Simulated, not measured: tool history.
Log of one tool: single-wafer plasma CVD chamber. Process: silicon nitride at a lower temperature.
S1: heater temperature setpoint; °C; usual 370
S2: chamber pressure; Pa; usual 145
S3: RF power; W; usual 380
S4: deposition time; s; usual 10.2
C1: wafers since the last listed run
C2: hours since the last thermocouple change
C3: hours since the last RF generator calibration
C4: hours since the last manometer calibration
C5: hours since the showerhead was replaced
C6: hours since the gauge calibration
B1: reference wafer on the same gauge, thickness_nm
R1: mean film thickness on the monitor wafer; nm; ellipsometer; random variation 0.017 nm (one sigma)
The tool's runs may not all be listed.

run,hour,S1,S2,S3,S4,C1,C2,C3,C4,C5,C6,B1,R1
1,0.0,370,145,380,11.5,0,323.6,660.3,2127.7,3924.4,192.4,10.306,12.608
2,35.3,370,145,380,11.6,1097,358.9,695.6,2163.0,3959.7,227.7,10.296,12.706
3,69.3,370,145,380,11.6,1057,392.9,729.6,2197.0,3993.7,261.7,10.302,12.738
4,111.7,377,145,380,10.2,1318,435.3,772.0,2239.4,4036.1,304.1,10.304,11.156
5,201.0,370,145,380,10.2,2776,524.6,861.3,2328.7,4125.4,393.4,10.290,11.114
# hour 242.3: capacitance manometer re-zeroed and calibrated
6,260.3,370,145,380,10.2,1595,583.9,920.6,18.0,4184.7,452.7,10.303,11.364
# hour 304.6: showerhead replaced
# hour 325.4: gauge calibrated
7,329.8,370,145,380,10.2,1912,653.4,990.1,87.5,25.2,4.4,10.297,11.329
8,392.6,370,145,335,10.2,1952,716.2,1052.9,150.3,88.0,67.2,10.300,10.452
9,434.7,358,145,445,10.2,1309,758.3,1095.0,192.4,130.1,109.3,10.300,12.498
# hour 466.7: RF generator calibrated
10,494.7,370,145,380,10.2,1616,818.3,28.0,252.4,190.1,169.3,10.298,11.445
11,554.2,357,145,380,9.3,1850,877.8,87.5,311.9,249.6,228.8,10.294,10.512
# hour 582.0: thermocouple changed; heater temperature recalibrated
12,625.8,370,145,380,11.1,1977,43.8,159.1,383.5,321.2,300.4,10.293,12.414
13,697.6,370,145,405,8.3,2232,115.6,230.9,455.3,393.0,372.2,10.297,9.667
14,746.7,370,145,380,10.2,1526,164.7,280.0,504.4,442.1,421.3,10.298,11.368

Hidden state or all else? Some run-to-run changes of R1, split into what the settings, what came in and random variation would give without the hidden state, and what is left for the hidden state (with any gauge scatter that isn't in both results):
The hidden state here: wafer temperature above the value expected at the setpoint (K); delivered RF power above the setpoint (%); true pressure above the setpoint (%); gauge reads high (%).
Run 5 -> 6: capacitance manometer re-zeroed and calibrated. R1 +0.250 nm: hidden state +0.209, all else +0.041.
Run 12 -> 13: S3 380 -> 405, S4 11.1 -> 8.3. R1 -2.747 nm: hidden state +0.006, all else -2.753.
